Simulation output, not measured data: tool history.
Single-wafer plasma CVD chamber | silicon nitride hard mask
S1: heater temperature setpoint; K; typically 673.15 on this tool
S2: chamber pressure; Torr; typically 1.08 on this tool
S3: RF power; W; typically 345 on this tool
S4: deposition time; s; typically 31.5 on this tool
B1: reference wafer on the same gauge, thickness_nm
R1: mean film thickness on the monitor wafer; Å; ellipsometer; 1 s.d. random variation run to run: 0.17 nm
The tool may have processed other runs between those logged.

run,hour,S1,S2,S3,S4,B1,R1
1,0.0,673.15,1.08,345,31.5,30.506,365.91
2,70.0,673.15,1.08,345,31.5,30.500,364.65
3,111.1,673.15,1.08,345,31.5,30.552,366.92
4,181.9,673.15,1.08,345,31.5,30.520,368.32
5,229.8,673.15,1.08,345,31.5,30.485,368.73
6,286.3,673.15,1.08,305,31.5,30.495,337.49
7,319.5,673.15,1.08,305,31.5,30.529,338.43
8,372.6,673.15,1.08,305,31.5,30.521,336.09
9,402.3,673.15,1.08,345,31.5,30.500,363.26
10,444.2,673.15,1.08,345,31.5,30.492,362.74
11,471.9,673.15,1.08,345,31.5,30.486,359.59
# hour 502.4: showerhead replaced, of another model than before
12,533.8,673.15,1.08,345,31.5,30.504,347.79
# hour 562.3: RF generator calibrated
13,562.8,673.15,1.08,345,31.5,30.519,372.53
# hour 573.0: gauge calibrated
14,592.1,673.15,1.08,345,36.9,30.519,435.17
15,620.0,686.15,1.26,395,26.8,30.508,363.88
# hour 675.0: capacitance manometer re-zeroed and calibrated
# hour 690.4: thermocouple changed; heater temperature recalibrated
16,725.9,673.15,1.08,375,25.7,30.502,329.25
17,862.1,673.15,1.08,405,36.1,30.466,490.35
18,925.7,673.15,0.87,345,36.7,30.498,421.06
19,996.7,678.15,0.93,390,31.5,30.511,404.76
20,1038.4,673.15,0.87,345,37.5,30.518,424.35
21,1081.3,673.15,1.08,345,31.5,30.492,367.97
22,1128.2,673.15,1.08,380,36.3,30.520,461.59

Consider 5 possible next runs. They are alternatives, not a sequence: every one starts from the tool as it was left by run 22. What does each give?
A,1128.6,673.15,1.08,345,29.0,?,?
B,1128.6,680.15,0.85,345,31.5,?,?
C,1128.6,673.15,1.08,410,31.5,?,?
D,1128.6,673.15,1.08,280,31.5,?,?
E,1128.6,658.15,0.89,345,27.9,?,?

run,B1,R1
A,30.461,340.89
B,30.461,356.01
C,30.461,429.53
D,30.461,297.34
E,30.461,320.13
What these runs would have given with no unlogged condition in the tool:
run,R1
A,346.51
B,361.88
C,436.10
D,302.85
E,325.41

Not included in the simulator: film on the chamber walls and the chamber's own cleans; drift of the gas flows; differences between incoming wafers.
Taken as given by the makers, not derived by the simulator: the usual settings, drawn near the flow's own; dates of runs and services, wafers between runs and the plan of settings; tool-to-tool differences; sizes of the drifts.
